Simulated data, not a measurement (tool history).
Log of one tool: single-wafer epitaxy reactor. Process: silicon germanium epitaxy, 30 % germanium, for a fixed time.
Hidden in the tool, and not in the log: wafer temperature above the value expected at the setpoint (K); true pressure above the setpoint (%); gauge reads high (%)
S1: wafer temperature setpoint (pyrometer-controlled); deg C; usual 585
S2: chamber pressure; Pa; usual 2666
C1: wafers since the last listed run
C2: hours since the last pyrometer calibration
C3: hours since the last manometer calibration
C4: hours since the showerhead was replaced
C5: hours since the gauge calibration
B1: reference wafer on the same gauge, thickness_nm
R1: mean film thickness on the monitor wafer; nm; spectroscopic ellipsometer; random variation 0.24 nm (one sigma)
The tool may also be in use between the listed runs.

run 1 hour=0.0 | S1=585 S2=2666 | C1=0 C2=2107.7 C3=2577.9 C4=6186.9 C5=444.6 | B1=48.875 | R1=48.665
run 2 hour=55.3 | S1=590 S2=2666 | C1=555 C2=2163.0 C3=2633.2 C4=6242.2 C5=499.9 | B1=48.978 | R1=52.686
run 3 hour=89.4 | S1=590 S2=2666 | C1=342 C2=2197.1 C3=2667.3 C4=6276.3 C5=534.0 | B1=48.981 | R1=52.862
run 4 hour=120.0 | S1=582 S2=2666 | C1=307 C2=2227.7 C3=2697.9 C4=6306.9 C5=564.6 | B1=49.038 | R1=46.352
run 5 hour=218.6 | S1=579 S2=2666 | C1=990 C2=2326.3 C3=2796.5 C4=6405.5 C5=663.2 | B1=49.147 | R1=44.480
run 6 hour=242.6 | S1=579 S2=2666 | C1=241 C2=2350.3 C3=2820.5 C4=6429.5 C5=687.2 | B1=49.193 | R1=44.357
run 7 hour=299.7 | S1=579 S2=2666 | C1=573 C2=2407.4 C3=2877.6 C4=6486.6 C5=744.3 | B1=49.233 | R1=44.630
-- hour=337.8 gauge calibrated
run 8 hour=367.4 | S1=585 S2=3000 | C1=679 C2=2475.1 C3=2945.3 C4=6554.3 C5=29.6 | B1=48.581 | R1=52.712
-- hour=487.1 capacitance manometer re-zeroed and calibrated
run 9 hour=495.6 | S1=585 S2=3000 | C1=1207 C2=2603.3 C3=8.5 C4=6682.5 C5=157.8 | B1=48.728 | R1=51.936
run 10 hour=522.7 | S1=585 S2=2666 | C1=272 C2=2630.4 C3=35.6 C4=6709.6 C5=184.9 | B1=48.766 | R1=48.988
-- hour=586.2 pyrometer calibrated
run 11 hour=586.7 | S1=585 S2=2666 | C1=562 C2=0.5 C3=99.6 C4=6773.6 C5=248.9 | B1=48.852 | R1=48.972
run 12 hour=642.0 | S1=571 S2=3320 | C1=555 C2=55.8 C3=154.9 C4=6828.9 C5=304.2 | B1=48.877 | R1=43.812
-- hour=698.5 showerhead replaced
run 13 hour=712.1 | S1=585 S2=2266 | C1=623 C2=125.9 C3=225.0 C4=13.6 C5=374.3 | B1=48.960 | R1=44.170
run 14 hour=776.3 | S1=585 S2=2266 | C1=644 C2=190.1 C3=289.2 C4=77.8 C5=438.5 | B1=49.024 | R1=44.244
run 15 hour=828.5 | S1=596 S2=2120 | C1=524 C2=242.3 C3=341.4 C4=130.0 C5=490.7 | B1=49.084 | R1=50.637
run 16 hour=887.8 | S1=593 S2=3213 | C1=595 C2=301.6 C3=400.7 C4=189.3 C5=550.0 | B1=49.174 | R1=62.398
run 17 hour=946.6 | S1=585 S2=3000 | C1=590 C2=360.4 C3=459.5 C4=248.1 C5=608.8 | B1=49.262 | R1=52.762
run 18 hour=997.4 | S1=576 S2=2666 | C1=510 C2=411.2 C3=510.3 C4=298.9 C5=659.6 | B1=49.319 | R1=42.237
run 19 hour=1048.7 | S1=593 S2=3146 | C1=515 C2=462.5 C3=561.6 C4=350.2 C5=710.9 | B1=49.372 | R1=61.455

Some steps in R1 between neighbouring runs. How much of each would the tool show without its hidden state too (settings, what came in, random variation), and how much is left for the hidden state, with any gauge scatter that isn't in both results?
Run 7 -> 8: S1 579 -> 585, S2 2666 -> 3000, gauge calibrated. R1 +8.082 nm: hidden state -0.597, all else +8.679.
Run 18 -> 19: S1 576 -> 593, S2 2666 -> 3146. R1 +19.218 nm: hidden state +0.428, all else +18.790.
